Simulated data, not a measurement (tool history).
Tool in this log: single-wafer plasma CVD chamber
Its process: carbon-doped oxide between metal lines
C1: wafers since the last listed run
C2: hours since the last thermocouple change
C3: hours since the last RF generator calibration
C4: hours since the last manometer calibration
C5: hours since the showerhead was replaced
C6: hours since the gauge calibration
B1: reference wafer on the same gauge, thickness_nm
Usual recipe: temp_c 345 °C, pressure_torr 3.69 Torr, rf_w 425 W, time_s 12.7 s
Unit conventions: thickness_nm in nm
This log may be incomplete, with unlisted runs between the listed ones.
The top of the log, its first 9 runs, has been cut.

Run 10, hour 121.1: usual settings but pressure_torr 4.47 Torr, time_s 13.8 s; C1 619; C2 159.1; C3 1763.1; C4 2100.6; C5 109.3; C6 102.9; B1 49.16. Result: thickness_nm 57.572 nm.
Run 11, hour 137.5: usual settings but temp_c 357 °C, pressure_torr 3.01 Torr, rf_w 495 W, time_s 11.4 s; C1 691; C2 175.5; C3 1779.5; C4 2117; C5 125.7; C6 119.3; B1 49.192. Result: thickness_nm 49.54 nm.
At hour 155.1: RF generator calibrated.
Run 12, hour 155.6: usual settings but temp_c 335 °C; C1 425; C2 193.6; C3 0.5; C4 2135.1; C5 143.8; C6 137.4; B1 49.191. Result: thickness_nm 56.12 nm.
Run 13, hour 160: usual settings but temp_c 334 °C, rf_w 405 W, time_s 15 s; C1 185; C2 198; C3 4.9; C4 2139.5; C5 148.2; C6 141.8; B1 49.158. Result: thickness_nm 64.05 nm.
Run 14, hour 166.1: usual settings; C1 257; C2 204.1; C3 11; C4 2145.6; C5 154.3; C6 147.9; B1 49.195. Result: thickness_nm 54.096 nm.
At hour 196.6: capacitance manometer re-zeroed and calibrated.
Run 15, hour 197.1: usual settings; C1 969; C2 235.1; C3 42; C4 0.5; C5 185.3; C6 178.9; B1 49.231. Result: thickness_nm 54.246 nm.
Run 16, hour 206: usual settings but pressure_torr 2.81 Torr, time_s 11.8 s; C1 375; C2 244; C3 50.9; C4 9.4; C5 194.2; C6 187.8; B1 49.204. Result: thickness_nm 49.494 nm.
Run 17, hour 219.7: usual settings but rf_w 480 W; C1 577; C2 257.7; C3 64.6; C4 23.1; C5 207.9; C6 201.5; B1 49.19. Result: thickness_nm 58.908 nm.
Run 18, hour 230.6: usual settings but temp_c 336 °C, pressure_torr 4.27 Torr, rf_w 480 W, time_s 10.4 s; C1 459; C2 268.6; C3 75.5; C4 34; C5 218.8; C6 212.4; B1 49.23. Result: thickness_nm 50.867 nm.
Run 19, hour 244.1: usual settings but temp_c 349 °C, rf_w 400 W; C1 569; C2 282.1; C3 89; C4 47.5; C5 232.3; C6 225.9; B1 49.179. Result: thickness_nm 51.027 nm.
Run 20, hour 257.1: usual settings; C1 548; C2 295.1; C3 102; C4 60.5; C5 245.3; C6 238.9; B1 49.147. Result: thickness_nm 54.202 nm.
Run 21, hour 266.1: usual settings but pressure_torr 4.48 Torr, rf_w 360 W; C1 379; C2 304.1; C3 111; C4 69.5; C5 254.3; C6 247.9; B1 49.176. Result: thickness_nm 48.654 nm.
Run 22, hour 273.7: usual settings; C1 320; C2 311.7; C3 118.6; C4 77.1; C5 261.9; C6 255.5; B1 49.252. Result: thickness_nm 54.147 nm.
Run 23, hour 286.7: usual settings but time_s 11.5 s; C1 548; C2 324.7; C3 131.6; C4 90.1; C5 274.9; C6 268.5; B1 49.17. Result: thickness_nm 48.963 nm.
Run 24, hour 301.4: usual settings; C1 619; C2 339.4; C3 146.3; C4 104.8; C5 289.6; C6 283.2; B1 49.209. Result: thickness_nm 54.31 nm.
Run 25, hour 308.6: usual settings but temp_c 336 °C, time_s 13.8 s; C1 303; C2 346.6; C3 153.5; C4 112; C5 296.8; C6 290.4; B1 49.203. Result: thickness_nm 60.813 nm.
Run 26, hour 315.5: usual settings; C1 290; C2 353.5; C3 160.4; C4 118.9; C5 303.7; C6 297.3; B1 49.206. Result: thickness_nm 54.199 nm.
Run 27, hour 328.1: usual settings; C1 531; C2 366.1; C3 173; C4 131.5; C5 316.3; C6 309.9; B1 49.232. Result: thickness_nm 54.236 nm.
Run 28, hour 338.1: usual settings but temp_c 358 °C; C1 421; C2 376.1; C3 183; C4 141.5; C5 326.3; C6 319.9; B1 49.193. Result: thickness_nm 51.865 nm.
Run 29, hour 352.8: usual settings but temp_c 352 °C, pressure_torr 2.98 Torr, rf_w 355 W, time_s 10.5 s; C1 619; C2 390.8; C3 197.7; C4 156.2; C5 341; C6 334.6; B1 49.178. Result: thickness_nm 37.637 nm.
Run 30, hour 369.7: usual settings but temp_c 334 °C, rf_w 475 W, time_s 11 s; C1 712; C2 407.7; C3 214.6; C4 173.1; C5 357.9; C6 351.5; B1 49.142. Result: thickness_nm 53.053 nm.

Forecast each of these 3 alternatives for the next run:
Run A, hour 370.1: usual settings but pressure_torr 2.84 Torr; C1 16; C2 408.1; C3 215; C4 173.5; C5 358.3; C6 351.9; B1 ?. Result: thickness_nm ?.
Run B, hour 370.1: usual settings but time_s 10.4 s; C1 16; C2 408.1; C3 215; C4 173.5; C5 358.3; C6 351.9; B1 ?. Result: thickness_nm ?.
Run C, hour 370.1: usual settings but pressure_torr 4.32 Torr, rf_w 500 W, time_s 15.2 s; C1 16; C2 408.1; C3 215; C4 173.5; C5 358.3; C6 351.9; B1 ?. Result: thickness_nm ?.

run      B1  thickness_nm
  A  49.167        52.992
  B  49.167        44.427
  C  49.167         73.41
Without the tool's unlogged condition, the same runs would have read:
run  thickness_nm
  A        53.321
  B        44.703
  C        73.803
